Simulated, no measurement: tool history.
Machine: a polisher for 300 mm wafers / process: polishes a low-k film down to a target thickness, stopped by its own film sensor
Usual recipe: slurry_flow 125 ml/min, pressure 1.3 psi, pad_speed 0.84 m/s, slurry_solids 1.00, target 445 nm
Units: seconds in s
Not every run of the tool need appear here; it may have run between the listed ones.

run	hour	slurry_flow	pressure	pad_speed	slurry_solids	target	wafers since the last listed run	wafers polished on this pad	hours since the slurry nozzle was cleaned	hours since the head pressure was calibrated	hours since the slurry blender was calibrated	hours since the conditioning disc was replaced	incoming thickness of the incoming film, nm	seconds
1	0.0	125	1.3	0.84	1.00	445	0	3	408.2	1290.5	3.9	246.2	486.7	190.2
2	11.1	125	1.3	0.84	1.00	445	64	67	419.3	1301.6	15.0	257.3	474.0	135.2
3	28.1	125	1.3	0.84	1.00	445	98	165	436.3	1318.6	32.0	274.3	481.1	170.7
4	37.3	125	1.3	0.84	1.00	445	53	218	445.5	1327.8	41.2	283.5	472.7	132.7
5	47.6	125	1.3	0.84	1.00	445	59	277	455.8	1338.1	51.5	293.8	479.6	167.3
6	56.0	100	1.5	0.84	0.85	440	48	326	464.2	1346.5	59.9	302.2	471.1	147.3
# hour 63.2: slurry nozzle cleaned
7	65.2	125	1.3	0.84	1.00	445	47	373	2.0	1355.7	69.1	311.4	485.4	196.4
8	76.0	125	1.3	0.84	1.00	442	62	435	12.8	1366.5	79.9	322.2	481.9	197.3
9	86.7	125	1.6	0.84	1.00	445	61	497	23.5	1377.2	90.6	332.9	477.8	134.3
10	95.4	140	1.3	0.84	1.00	445	50	547	32.2	1385.9	99.3	341.6	478.1	161.8
# hour 107.3: head pressure recalibrated
11	111.0	125	1.3	0.84	1.00	445	78	625	47.8	3.7	114.9	357.2	480.9	179.5
12	128.4	125	0.9	0.60	0.85	455	100	726	65.2	21.1	132.3	374.6	474.5	189.3
# hour 136.1: conditioning disc replaced and pad reconditioned
13	142.8	105	1.3	0.84	1.00	436	71	797	79.6	35.5	146.7	6.7	475.3	200.0
14	154.8	145	1.3	0.84	1.25	445	69	866	91.6	47.5	158.7	18.7	487.3	182.1
15	163.0	85	1.1	0.58	1.00	445	47	914	99.8	55.7	166.9	26.9	471.9	220.9
16	174.9	155	1.5	1.06	1.00	440	68	982	111.7	67.6	178.8	38.8	479.1	135.1
# hour 188.9: slurry blender recalibrated
17	190.3	125	1.3	0.84	0.90	445	77	1060	127.1	83.0	1.4	54.2	477.5	150.1
18	203.7	125	1.3	0.84	1.00	445	77	1137	140.5	96.4	14.8	67.6	474.6	136.2
19	214.0	160	1.3	0.68	1.00	436	59	1196	150.8	106.7	25.1	77.9	470.6	175.7
20	225.3	155	1.3	0.84	0.80	445	65	1261	162.1	118.0	36.4	89.2	480.5	172.8
# hour 229.6: worn pad replaced by a new one
21	235.8	85	1.3	0.84	1.00	437	37	36	172.6	128.5	46.9	99.7	479.8	222.8
22	250.8	125	1.3	0.84	1.00	445	86	122	187.6	143.5	61.9	114.7	478.6	159.3
23	267.1	125	1.3	0.84	1.00	445	93	216	203.9	159.8	78.2	131.0	474.6	140.3
24	279.4	110	1.3	1.10	1.00	440	70	287	216.2	172.1	90.5	143.3	486.3	191.8
25	287.4	125	1.5	0.84	1.00	457	46	333	224.2	180.1	98.5	151.3	474.3	72.9

Each row is a separate what-if for the run after 25, all from the same tool condition, not one after another. Results?
A	287.9	125	1.3	0.84	0.80	445	2	336	224.7	180.6	99.0	151.8	474.0	?
B	287.9	135	1.8	1.06	1.00	437	2	336	224.7	180.6	99.0	151.8	474.0	?
C	287.9	145	1.6	0.98	0.80	445	2	336	224.7	180.6	99.0	151.8	474.0	?
D	287.9	125	1.2	0.96	0.90	436	2	336	224.7	180.6	99.0	151.8	474.0	?
E	287.9	125	1.1	1.04	1.30	445	2	336	224.7	180.6	99.0	151.8	474.0	?

run	seconds
A	152.9
B	109.3
C	108.4
D	189.3
E	130.9
Had the tool no hidden state, the same runs would have come out as:
run	seconds
A	137.5
B	98.0
C	96.9
D	170.7
E	119.4
